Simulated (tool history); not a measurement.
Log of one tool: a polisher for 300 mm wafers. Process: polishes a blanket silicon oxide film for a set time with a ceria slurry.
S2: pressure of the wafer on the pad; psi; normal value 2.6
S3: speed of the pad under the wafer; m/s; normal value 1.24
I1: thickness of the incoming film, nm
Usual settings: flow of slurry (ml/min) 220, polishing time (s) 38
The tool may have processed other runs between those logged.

Run 1, hour 0.0: usual settings but S2 3.1 psi; I1 753.0. Result: film removed (nm) 249.0.
At hour 38.0: slurry nozzle cleaned.
Run 2, hour 168.7: usual settings but S2 3.1 psi; I1 745.8. Result: film removed (nm) 257.1.
Run 3, hour 236.8: usual settings but S2 3.1 psi; I1 754.7. Result: film removed (nm) 264.9.
At hour 293.7: worn pad replaced by a new one.
Run 4, hour 302.9: usual settings; I1 751.9. Result: film removed (nm) 220.3.
Run 5, hour 340.7: usual settings; I1 740.1. Result: film removed (nm) 225.3.
Run 6, hour 410.1: usual settings; I1 760.9. Result: film removed (nm) 225.2.
Run 7, hour 444.4: usual settings; I1 751.3. Result: film removed (nm) 222.3.
Run 8, hour 473.7: usual settings but S2 2.2 psi; I1 747.8. Result: film removed (nm) 189.9.
Run 9, hour 504.9: usual settings but S2 2.2 psi; I1 755.5. Result: film removed (nm) 186.5.
Run 10, hour 574.2: usual settings but S2 2.2 psi; I1 755.6. Result: film removed (nm) 192.8.
Run 11, hour 682.4: usual settings; I1 756.8. Result: film removed (nm) 233.7.
At hour 724.6: slurry nozzle cleaned.
At hour 725.3: worn pad replaced by a new one.
Run 12, hour 744.0: usual settings; I1 758.9. Result: film removed (nm) 227.6.
Run 13, hour 789.0: usual settings; I1 756.9. Result: film removed (nm) 221.5.
Run 14, hour 884.1: usual settings; I1 753.5. Result: film removed (nm) 234.3.
Run 15, hour 926.3: usual settings but polishing time (s) 42; I1 746.4. Result: film removed (nm) 249.9.
Run 16, hour 975.9: usual settings but polishing time (s) 42; I1 745.3. Result: film removed (nm) 250.4.
Run 17, hour 1046.3: usual settings but S2 2.2 psi; I1 741.3. Result: film removed (nm) 196.0.
Run 18, hour 1113.3: usual settings; I1 750.7. Result: film removed (nm) 232.3.
At hour 1128.0: worn pad replaced by a new one.
Run 19, hour 1167.1: usual settings; I1 758.6. Result: film removed (nm) 234.6.
At hour 1218.5: head pressure recalibrated.
Run 20, hour 1235.7: usual settings but flow of slurry (ml/min) 165, S2 3.0 psi, S3 1.40 m/s; I1 757.0. Result: film removed (nm) 257.5.
Run 21, hour 1291.4: usual settings; I1 741.0. Result: film removed (nm) 210.4.
At hour 1403.2: slurry nozzle cleaned.
Run 22, hour 1438.6: usual settings but flow of slurry (ml/min) 145, S2 2.4 psi, S3 1.10 m/s, polishing time (s) 28; I1 748.3. Result: film removed (nm) 129.3.
At hour 1488.7: worn pad replaced by a new one, of another model than before.
Run 23, hour 1498.9: usual settings but flow of slurry (ml/min) 180, S3 1.02 m/s, polishing time (s) 49; I1 742.8. Result: film removed (nm) 256.5.
Run 24, hour 1562.4: usual settings but flow of slurry (ml/min) 160, polishing time (s) 27; I1 748.5. Result: film removed (nm) 149.2.
Run 25, hour 1738.7: usual settings but flow of slurry (ml/min) 270, S2 1.7 psi; I1 740.7. Result: film removed (nm) 174.8.
Run 26, hour 1769.8: usual settings; I1 740.5. Result: film removed (nm) 224.8.
Run 27, hour 1824.7: usual settings but S3 1.00 m/s; I1 755.2. Result: film removed (nm) 204.4.
Run 28, hour 1852.1: usual settings but flow of slurry (ml/min) 170, S3 1.60 m/s, polishing time (s) 34; I1 754.0. Result: film removed (nm) 227.8.
Run 29, hour 1895.3: usual settings but flow of slurry (ml/min) 295, S3 1.46 m/s; I1 754.4. Result: film removed (nm) 241.3.
At hour 1930.4: worn pad replaced by a new one.
Run 30, hour 1966.0: usual settings but flow of slurry (ml/min) 190, S2 2.2 psi, S3 1.50 m/s, polishing time (s) 32; I1 749.4. Result: film removed (nm) 188.2.
Run 31, hour 2011.6: usual settings; I1 738.0. Result: film removed (nm) 222.3.
Run 32, hour 2045.7: usual settings but S2 2.9 psi, S3 0.82 m/s; I1 748.7. Result: film removed (nm) 201.8.

Each row is a separate what-if for the run after 32, all from the same tool condition, not one after another. Results?
Run A, hour 2046.1: usual settings; I1 760.2. Result: film removed (nm) ?.
Run B, hour 2046.1: usual settings but S2 2.3 psi, S3 1.54 m/s; I1 760.2. Result: film removed (nm) ?.
Run C, hour 2046.1: usual settings but S3 0.86 m/s; I1 760.2. Result: film removed (nm) ?.
Run D, hour 2046.1: usual settings but S2 3.0 psi; I1 760.2. Result: film removed (nm) ?.

run  film removed (nm)
  A              227.2
  B              235.0
  C              191.9
  D              250.9
With no hidden state in the tool, these same runs would have given:
run  film removed (nm)
  A              211.5
  B              218.8
  C              178.7
  D              233.6
